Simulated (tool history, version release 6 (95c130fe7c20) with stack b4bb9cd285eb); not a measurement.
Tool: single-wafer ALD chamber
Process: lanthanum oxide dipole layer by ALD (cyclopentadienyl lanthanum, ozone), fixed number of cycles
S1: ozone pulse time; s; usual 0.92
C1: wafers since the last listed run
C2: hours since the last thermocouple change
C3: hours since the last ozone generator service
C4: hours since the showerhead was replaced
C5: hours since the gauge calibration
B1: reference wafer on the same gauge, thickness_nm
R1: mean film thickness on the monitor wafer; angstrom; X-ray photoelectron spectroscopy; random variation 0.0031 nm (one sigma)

run   hour    S1    C1      C2      C3      C4     C5     B1    R1
  1    0.0  1.05     0  1278.8   952.7  3735.7   97.1  0.594  5.38
  2   31.1  0.92   469  1309.9   983.8  3766.8  128.2  0.594  5.07
  3   51.8  0.92   312  1330.6  1004.5  3787.5  148.9  0.595  5.09
  4   79.8  1.18   422  1358.6  1032.5  3815.5  176.9  0.596  5.56
  5  107.7  0.77   421  1386.5  1060.4  3843.4  204.8  0.595  4.57
  6  135.5  0.77   419  1414.3  1088.2  3871.2  232.6  0.594  4.57
  7  167.2  0.92   478  1446.0  1119.9  3902.9  264.3  0.594  4.97
  8  187.1  0.92   300  1465.9  1139.8  3922.8  284.2  0.596  4.99
     225.4  -- ozone generator serviced
     250.4  -- showerhead replaced
  9  283.8  0.71  1218  1562.6    58.4    33.4  380.9  0.595  4.65
 10  318.3  0.71   520  1597.1    92.9    67.9  415.4  0.595  4.65
 11  338.9  0.71   310  1617.7   113.5    88.5  436.0  0.596  4.66
 12  363.4  0.83   369  1642.2   138.0   113.0  460.5  0.594  5.12
 13  380.1  0.83   252  1658.9   154.7   129.7  477.2  0.595  5.11
 14  410.5  0.65   458  1689.3   185.1   160.1  507.6  0.594  4.45
 15  439.7  0.56   440  1718.5   214.3   189.3  536.8  0.596  3.98
 16  466.8  0.92   409  1745.6   241.4   216.4  563.9  0.596  5.29
 17  484.3  1.16   264  1763.1   258.9   233.9  581.4  0.595  5.70
 18  502.0  0.63   267  1780.8   276.6   251.6  599.1  0.596  4.35
 19  527.9  0.59   390  1806.7   302.5   277.5  625.0  0.594  4.12
 20  544.7  1.09   253  1823.5   319.3   294.3  641.8  0.594  5.61
 21  560.6  0.70   240  1839.4   335.2   310.2  657.7  0.596  4.59
     572.9  -- gauge calibrated
 22  580.9  0.92   306  1859.7   355.5   330.5    8.0  0.595  5.28
 23  605.8  0.92   375  1884.6   380.4   355.4   32.9  0.596  5.27
 24  637.6  0.64   480  1916.4   412.2   387.2   64.7  0.595  4.34
 25  655.1  1.12   264  1933.9   429.7   404.7   82.2  0.595  5.66
     681.0  -- thermocouple changed; heater temperature recalibrated
 26  688.6  0.92   384     7.6   463.2   438.2  115.7  0.595  5.33
 27  701.3  0.79   191    20.3   475.9   450.9  128.4  0.593  4.91
 28  722.0  0.81   312    41.0   496.6   471.6  149.1  0.595  4.92
 29  757.6  0.92   537    76.6   532.2   507.2  184.7  0.594  5.25
 30  791.4  0.69   510   110.4   566.0   541.0  218.5  0.594  4.52
 31  822.6  1.02   470   141.6   597.2   572.2  249.7  0.594  5.48
 32  840.6  0.92   271   159.6   615.2   590.2  267.7  0.595  5.23
 33  876.4  0.92   540   195.4   651.0   626.0  303.5  0.596  5.27
 34  900.8  1.26   368   219.8   675.4   650.4  327.9  0.595  5.78

4 ways to go on from here, each from the tool as it stands after run 34. What would each give?
  A  901.2  0.92   6  220.2  675.8  650.8  328.3   ?   ?
  B  901.2  0.68   6  220.2  675.8  650.8  328.3   ?   ?
  C  901.2  0.75   6  220.2  675.8  650.8  328.3   ?   ?
  D  901.2  0.62   6  220.2  675.8  650.8  328.3   ?   ?

run     B1    R1
  A  0.595  5.21
  B  0.595  4.46
  C  0.595  4.72
  D  0.595  4.21
Without the tool's hidden state the same runs would have given:
run    R1
  A  5.30
  B  4.56
  C  4.82
  D  4.31
